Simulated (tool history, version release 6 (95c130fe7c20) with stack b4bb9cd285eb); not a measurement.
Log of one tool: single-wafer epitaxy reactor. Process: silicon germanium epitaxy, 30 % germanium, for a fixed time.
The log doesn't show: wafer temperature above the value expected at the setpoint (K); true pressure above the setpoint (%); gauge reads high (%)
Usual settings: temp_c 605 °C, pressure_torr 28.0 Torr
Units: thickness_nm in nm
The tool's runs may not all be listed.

run,hour,temp_c,pressure_torr,wafers since the last listed run,hours since the last pyrometer calibration,hours since the last manometer calibration,hours since the showerhead was replaced,hours since the gauge calibration,"read-back reference wafer on the same gauge, thickness_nm",thickness_nm
1,0.0,605,28.0,0,850.2,2038.1,3943.6,949.4,93.322,83.103
2,51.6,605,30.8,1350,901.8,2089.7,3995.2,1001.0,93.338,85.481
3,112.9,605,30.8,1603,963.1,2151.0,4056.5,1062.3,93.351,85.950
4,173.4,612,28.0,1582,1023.6,2211.5,4117.0,1122.8,93.259,95.770
5,233.5,612,28.0,1572,1083.7,2271.6,4177.1,1182.9,93.315,95.707
# hour 273.3: pyrometer calibrated
6,319.4,605,33.4,2038,46.1,2357.5,4263.0,1268.8,93.314,86.064
7,373.2,605,33.4,1407,99.9,2411.3,4316.8,1322.6,93.263,86.561
8,416.4,599,28.0,1130,143.1,2454.5,4360.0,1365.8,93.354,73.096
9,480.8,599,28.0,1684,207.5,2518.9,4424.4,1430.2,93.312,73.191
10,528.1,599,28.0,1237,254.8,2566.2,4471.7,1477.5,93.288,73.302
# hour 577.6: showerhead replaced
11,599.9,605,25.2,1669,326.6,2638.0,22.3,1549.3,93.266,80.114
12,651.0,605,25.2,1336,377.7,2689.1,73.4,1600.4,93.355,80.074
13,720.0,605,25.2,1805,446.7,2758.1,142.4,1669.4,93.330,80.299
14,781.9,605,28.0,1619,508.6,2820.0,204.3,1731.3,93.300,82.715
15,831.8,605,28.0,1305,558.5,2869.9,254.2,1781.2,93.283,82.697
16,885.2,605,28.0,1397,611.9,2923.3,307.6,1834.6,93.334,83.040
17,930.9,618,33.8,1195,657.6,2969.0,353.3,1880.3,93.314,112.460
18,956.6,605,28.0,672,683.3,2994.7,379.0,1906.0,93.264,83.515
19,1021.5,605,33.9,1697,748.2,3059.6,443.9,1970.9,93.355,88.280
20,1088.3,613,25.8,1747,815.0,3126.4,510.7,2037.7,93.296,95.363
# hour 1098.0: gauge calibrated
21,1156.1,609,31.5,1773,882.8,3194.2,578.5,58.1,93.315,93.545
# hour 1186.3: capacitance manometer re-zeroed and calibrated
22,1306.8,605,28.0,3733,1033.5,120.5,729.2,208.8,93.306,81.757
23,1354.3,605,28.0,1242,1081.0,168.0,776.7,256.3,93.358,82.010
24,1382.0,615,33.7,724,1108.7,195.7,804.4,284.0,93.247,104.638
25,1435.3,605,28.0,1394,1162.0,249.0,857.7,337.3,93.275,82.433
26,1504.7,615,25.2,1815,1231.4,318.4,927.1,406.7,93.315,96.456
# hour 1525.7: pyrometer calibrated
27,1656.1,605,28.0,3751,130.4,469.8,1078.5,558.1,93.273,80.947
28,1705.2,605,28.0,1284,179.5,518.9,1127.6,607.2,93.282,80.959
29,1769.4,609,24.3,1679,243.7,583.1,1191.8,671.4,93.341,84.136
30,1795.9,593,28.0,693,270.2,609.6,1218.3,697.9,93.330,64.220
31,1827.0,618,24.3,813,301.3,640.7,1249.4,729.0,93.380,99.780
32,1870.1,605,28.0,1127,344.4,683.8,1292.5,772.1,93.301,81.326
33,1903.5,605,21.4,873,377.8,717.2,1325.9,805.5,93.318,75.591
34,1959.0,605,33.4,1452,433.3,772.7,1381.4,861.0,93.304,86.079
35,2012.0,601,25.9,1386,486.3,825.7,1434.4,914.0,93.242,73.885

Forecast each of these 4 alternatives for the next run:
A,2012.4,605,28.0,10,486.7,826.1,1434.8,914.4,?,?
B,2012.4,591,28.0,10,486.7,826.1,1434.8,914.4,?,?
C,2012.4,611,34.5,10,486.7,826.1,1434.8,914.4,?,?
D,2012.4,617,33.1,10,486.7,826.1,1434.8,914.4,?,?

run,"read-back reference wafer on the same gauge, thickness_nm",thickness_nm
A,93.309,81.856
B,93.309,62.252
C,93.309,97.672
D,93.309,107.973
Without the tool's hidden state the same runs would have given:
run,thickness_nm
A,80.253
B,61.007
C,95.776
D,105.895
